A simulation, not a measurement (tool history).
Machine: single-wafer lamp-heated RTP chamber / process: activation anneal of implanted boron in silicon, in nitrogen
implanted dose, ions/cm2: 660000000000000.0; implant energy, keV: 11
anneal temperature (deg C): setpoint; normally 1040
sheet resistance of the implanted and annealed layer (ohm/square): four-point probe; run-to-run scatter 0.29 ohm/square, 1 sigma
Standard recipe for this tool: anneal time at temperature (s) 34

run	hour	anneal temperature (deg C)	anneal time at temperature (s)	wafers since the last listed run	wafers since the last pyrometer calibration	wafers since the reflector plate was cleaned	hours since the gauge calibration	read-back reference wafer on the same gauge, sheet resistance	sheet resistance of the implanted and annealed layer (ohm/square)
1	0	1026	34	0	4064	3955	230.7	193	193.72
2	14	1026	34	164	4229	4120	244.7	193.09	193.55
3	25.2	1026	34	131	4361	4252	255.9	193.05	193.71
4	38.7	1049	34	158	4519	4410	269.4	193.02	191.05
5	51.9	1040	28	155	4674	4566	282.6	193.05	193.11
6	59	1040	28	83	4758	4649	289.7	193.04	192.64
7	76.2	1040	47	202	4960	4851	306.9	193.05	190.39
8	91.6	1040	34	181	5141	5032	322.3	192.93	191.85
9	108.3	1040	34	196	5338	5229	339	193.07	192.38
10	125.3	1040	34	199	5537	5428	356	193.1	192.2
11	142.2	1055	29	198	5736	5627	372.9	192.97	191.01
# hour 155.9: pyrometer window cleaned and pyrometer calibrated
12	156.4	1055	29	72	5	5700	387.1	192.92	191.2
13	170.7	1040	34	168	173	5868	401.4	193.04	191.93
14	184.4	1040	50	161	335	6029	415.1	193	190.66
# hour 191.6: gauge calibrated
15	194.9	1040	23	123	458	6153	3.3	193	193.83
16	205	1028	17	118	577	6271	13.4	192.97	195.64
17	218	1011	26	152	730	6424	26.4	192.98	196.13
18	229.9	1040	44	139	869	6564	38.3	193.12	190.87
19	243	1040	34	154	1023	6718	51.4	193.07	192.52
20	252.6	1040	34	112	1136	6831	61	193.03	192.11
21	268.8	1019	19	190	1327	7021	77.2	192.96	196.06
22	283.2	1027	27	169	1496	7191	91.6	193.01	194.38
# hour 298.4: reflector plate cleaned
23	298.9	1062	49	90	1587	6	107.3	193.01	188.43
24	309.6	1050	14	125	1712	131	118	193.04	194.17
25	326.8	1011	26	202	1915	334	135.2	193.01	196.83
26	339.6	1030	34	150	2065	484	148	192.95	193.52
27	354.3	1040	45	172	2238	657	162.7	192.96	191.51
28	362.3	1040	27	94	2332	751	170.7	193.11	192.26
29	373.2	1040	34	128	2460	879	181.6	193.17	191.75
30	382.8	1040	34	112	2573	992	191.2	192.88	192.58

How the hidden state differs across the entries between the runs, from the last listed run before each to the first after it:
From run 11 to run 12: pyrometer window cleaned and pyrometer calibrated (hour 155.9)
  no difference in the tool's unlogged condition between these two runs
From run 14 to run 15: gauge calibrated (hour 191.6)
  no difference in the tool's unlogged condition between these two runs
From run 22 to run 23: reflector plate cleaned (hour 298.4)
  no difference in the tool's unlogged condition between these two runs
